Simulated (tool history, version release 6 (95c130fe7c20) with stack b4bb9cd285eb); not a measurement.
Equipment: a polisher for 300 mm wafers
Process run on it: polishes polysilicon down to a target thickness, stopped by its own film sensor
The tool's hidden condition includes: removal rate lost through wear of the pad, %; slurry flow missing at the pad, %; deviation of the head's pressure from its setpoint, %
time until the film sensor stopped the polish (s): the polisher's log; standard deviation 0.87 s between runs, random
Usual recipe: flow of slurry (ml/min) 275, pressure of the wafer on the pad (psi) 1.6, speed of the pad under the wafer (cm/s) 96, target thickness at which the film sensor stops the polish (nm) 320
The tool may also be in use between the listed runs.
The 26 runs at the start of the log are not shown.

run,day,flow of slurry (ml/min),pressure of the wafer on the pad (psi),speed of the pad under the wafer (cm/s),target thickness at which the film sensor stops the polish (nm),wafers since the last listed run,wafers polished on this pad,hours since the slurry nozzle was cleaned,hours since the head pressure was calibrated,"incoming thickness of the incoming film, nm",time until the film sensor stopped the polish (s)
27,24.896,330,1.6,96,320,347,2360,181.9,192.6,603.2,66.3
# day 27.162: worn pad replaced by a new one
28,28.033,275,2.1,96,369,842,246,257.2,267.9,617.4,49
29,29.429,225,1.6,96,320,395,642,290.7,301.4,611.6,72.4
30,32.2,320,2.1,72,265,785,1428,357.2,367.9,606.1,89.1
31,33.546,275,1.6,96,380,381,1810,389.5,400.2,604.9,55.5
# day 34.358: head pressure recalibrated
32,34.825,300,1.6,96,320,339,2149,420.2,11.2,612.9,71.4
33,35.483,275,1.6,96,320,186,2336,436,27,602.3,70.7
# day 36.633: worn pad replaced by a new one
34,36.654,355,1.6,96,272,284,6,464.1,55.1,602.9,79.2
35,37.442,275,1.6,96,376,223,229,483,74,598.9,56
36,38.346,275,1.6,96,320,256,485,504.7,95.7,607.2,70.5
37,39.6,250,1.9,126,293,355,841,534.8,125.8,615.6,54.9
38,40.142,275,1.6,96,320,153,995,547.8,138.8,605,70.5

Consider 3 possible next runs. They are alternatives, not a sequence: every one starts from the tool as it was left by run 38. What does each give?
A,40.158,275,1.6,96,320,4,999,548.2,139.2,615,?
B,40.158,300,1.8,116,320,4,999,548.2,139.2,615,?
C,40.158,250,1.6,72,272,4,999,548.2,139.2,615,?

run,time until the film sensor stopped the polish (s)
A,73
B,54.8
C,114.6
Without the tool's unlogged condition, the same runs would have read:
run,time until the film sensor stopped the polish (s)
A,70.7
B,53.2
C,110.7
